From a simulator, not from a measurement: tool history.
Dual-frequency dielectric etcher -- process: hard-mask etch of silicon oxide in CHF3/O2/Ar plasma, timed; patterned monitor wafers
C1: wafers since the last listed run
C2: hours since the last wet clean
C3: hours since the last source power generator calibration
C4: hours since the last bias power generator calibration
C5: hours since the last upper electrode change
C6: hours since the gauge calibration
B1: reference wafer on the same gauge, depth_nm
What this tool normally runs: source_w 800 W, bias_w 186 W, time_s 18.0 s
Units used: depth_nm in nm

run 1 hour=0.0 | source_w=800 bias_w=186 time_s=18.0 | C1=0 C2=373.7 C3=2056.2 C4=2671.0 C5=5388.4 C6=2973.8 | B1=34.09 | depth_nm=39.30
run 2 hour=101.4 | source_w=800 bias_w=186 time_s=18.0 | C1=2198 C2=475.1 C3=2157.6 C4=2772.4 C5=5489.8 C6=3075.2 | B1=34.07 | depth_nm=39.53
-- hour=177.4 wet clean of the chamber
run 3 hour=194.3 | source_w=800 bias_w=154 time_s=18.0 | C1=1493 C2=16.9 C3=2250.5 C4=2865.3 C5=5582.7 C6=3168.1 | B1=34.09 | depth_nm=36.28
-- hour=255.8 gauge calibrated
-- hour=274.5 upper electrode replaced
run 4 hour=275.0 | source_w=800 bias_w=154 time_s=18.0 | C1=1229 C2=97.6 C3=2331.2 C4=2946.0 C5=0.5 C6=19.2 | B1=34.09 | depth_nm=36.49
run 5 hour=358.9 | source_w=800 bias_w=186 time_s=18.0 | C1=1819 C2=181.5 C3=2415.1 C4=3029.9 C5=84.4 C6=103.1 | B1=34.14 | depth_nm=38.93
run 6 hour=401.7 | source_w=800 bias_w=186 time_s=18.0 | C1=927 C2=224.3 C3=2457.9 C4=3072.7 C5=127.2 C6=145.9 | B1=34.06 | depth_nm=39.02
run 7 hour=502.9 | source_w=740 bias_w=186 time_s=16.5 | C1=2194 C2=325.5 C3=2559.1 C4=3173.9 C5=228.4 C6=247.1 | B1=34.05 | depth_nm=34.49
run 8 hour=564.1 | source_w=740 bias_w=186 time_s=16.5 | C1=1326 C2=386.7 C3=2620.3 C4=3235.1 C5=289.6 C6=308.3 | B1=34.08 | depth_nm=34.69
run 9 hour=664.9 | source_w=740 bias_w=186 time_s=16.5 | C1=2185 C2=487.5 C3=2721.1 C4=3335.9 C5=390.4 C6=409.1 | B1=34.10 | depth_nm=34.24
run 10 hour=726.6 | source_w=880 bias_w=186 time_s=21.5 | C1=1337 C2=549.2 C3=2782.8 C4=3397.6 C5=452.1 C6=470.8 | B1=34.15 | depth_nm=48.98
-- hour=883.4 wet clean of the chamber
run 11 hour=1014.2 | source_w=800 bias_w=211 time_s=18.0 | C1=5715 C2=130.8 C3=3070.4 C4=3685.2 C5=739.7 C6=758.4 | B1=34.08 | depth_nm=41.23
run 12 hour=1085.1 | source_w=800 bias_w=186 time_s=18.0 | C1=1537 C2=201.7 C3=3141.3 C4=3756.1 C5=810.6 C6=829.3 | B1=34.06 | depth_nm=39.31
run 13 hour=1150.3 | source_w=800 bias_w=186 time_s=18.0 | C1=1413 C2=266.9 C3=3206.5 C4=3821.3 C5=875.8 C6=894.5 | B1=34.10 | depth_nm=38.99
run 14 hour=1187.2 | source_w=800 bias_w=186 time_s=18.0 | C1=800 C2=303.8 C3=3243.4 C4=3858.2 C5=912.7 C6=931.4 | B1=34.00 | depth_nm=39.22
run 15 hour=1254.9 | source_w=720 bias_w=224 time_s=21.5 | C1=1467 C2=371.5 C3=3311.1 C4=3925.9 C5=980.4 C6=999.1 | B1=34.04 | depth_nm=48.33
run 16 hour=1361.4 | source_w=800 bias_w=149 time_s=18.0 | C1=2309 C2=478.0 C3=3417.6 C4=4032.4 C5=1086.9 C6=1105.6 | B1=34.15 | depth_nm=35.85
-- hour=1397.7 bias power generator calibrated
run 17 hour=1438.5 | source_w=980 bias_w=186 time_s=15.0 | C1=1584 C2=555.1 C3=3494.7 C4=40.8 C5=1164.0 C6=1182.7 | B1=34.10 | depth_nm=36.62
-- hour=1453.4 source power generator calibrated
-- hour=1494.4 wet clean of the chamber
run 18 hour=1532.2 | source_w=800 bias_w=186 time_s=18.0 | C1=1424 C2=37.8 C3=78.8 C4=134.5 C5=1257.7 C6=1276.4 | B1=34.02 | depth_nm=39.33
run 19 hour=1613.9 | source_w=800 bias_w=158 time_s=18.0 | C1=1771 C2=119.5 C3=160.5 C4=216.2 C5=1339.4 C6=1358.1 | B1=34.11 | depth_nm=36.66
run 20 hour=1688.1 | source_w=800 bias_w=186 time_s=18.0 | C1=1608 C2=193.7 C3=234.7 C4=290.4 C5=1413.6 C6=1432.3 | B1=34.14 | depth_nm=39.72
run 21 hour=1785.9 | source_w=640 bias_w=210 time_s=16.5 | C1=2120 C2=291.5 C3=332.5 C4=388.2 C5=1511.4 C6=1530.1 | B1=34.14 | depth_nm=33.14
run 22 hour=1882.2 | source_w=980 bias_w=162 time_s=14.0 | C1=2087 C2=387.8 C3=428.8 C4=484.5 C5=1607.7 C6=1626.4 | B1=34.09 | depth_nm=31.84
run 23 hour=1948.6 | source_w=650 bias_w=149 time_s=18.0 | C1=1439 C2=454.2 C3=495.2 C4=550.9 C5=1674.1 C6=1692.8 | B1=34.11 | depth_nm=31.44
-- hour=2064.9 wet clean of the chamber
run 24 hour=2131.2 | source_w=750 bias_w=208 time_s=18.0 | C1=3438 C2=66.3 C3=677.8 C4=733.5 C5=1856.7 C6=1875.4 | B1=34.10 | depth_nm=39.83
run 25 hour=2185.7 | source_w=860 bias_w=157 time_s=22.0 | C1=1181 C2=120.8 C3=732.3 C4=788.0 C5=1911.2 C6=1929.9 | B1=34.09 | depth_nm=46.80
run 26 hour=2264.9 | source_w=800 bias_w=186 time_s=18.0 | C1=1717 C2=200.0 C3=811.5 C4=867.2 C5=1990.4 C6=2009.1 | B1=34.07 | depth_nm=39.41
run 27 hour=2310.2 | source_w=610 bias_w=220 time_s=23.5 | C1=982 C2=245.3 C3=856.8 C4=912.5 C5=2035.7 C6=2054.4 | B1=34.08 | depth_nm=47.09
run 28 hour=2393.9 | source_w=800 bias_w=167 time_s=23.0 | C1=1814 C2=329.0 C3=940.5 C4=996.2 C5=2119.4 C6=2138.1 | B1=34.11 | depth_nm=48.37
run 29 hour=2469.9 | source_w=800 bias_w=223 time_s=18.0 | C1=1647 C2=405.0 C3=1016.5 C4=1072.2 C5=2195.4 C6=2214.1 | B1=34.16 | depth_nm=42.30

Below are 4 alternative next runs, each starting from the tool's condition after run 29. Predict each:
run A hour=2470.3 | source_w=800 bias_w=165 time_s=18.0 | C1=8 C2=405.4 C3=1016.9 C4=1072.6 C5=2195.8 C6=2214.5 | B1=? | depth_nm=?
run B hour=2470.3 | source_w=600 bias_w=163 time_s=23.0 | C1=8 C2=405.4 C3=1016.9 C4=1072.6 C5=2195.8 C6=2214.5 | B1=? | depth_nm=?
run C hour=2470.3 | source_w=800 bias_w=186 time_s=20.5 | C1=8 C2=405.4 C3=1016.9 C4=1072.6 C5=2195.8 C6=2214.5 | B1=? | depth_nm=?
run D hour=2470.3 | source_w=930 bias_w=210 time_s=14.0 | C1=8 C2=405.4 C3=1016.9 C4=1072.6 C5=2195.8 C6=2214.5 | B1=? | depth_nm=?

run=A B1=34.09 depth_nm=36.88
run=B B1=34.09 depth_nm=39.67
run=C B1=34.09 depth_nm=44.15
run=D B1=34.09 depth_nm=34.29
Without the tool's unlogged condition, the same runs would have read:
run=A depth_nm=36.88
run=B depth_nm=39.67
run=C depth_nm=44.15
run=D depth_nm=34.29
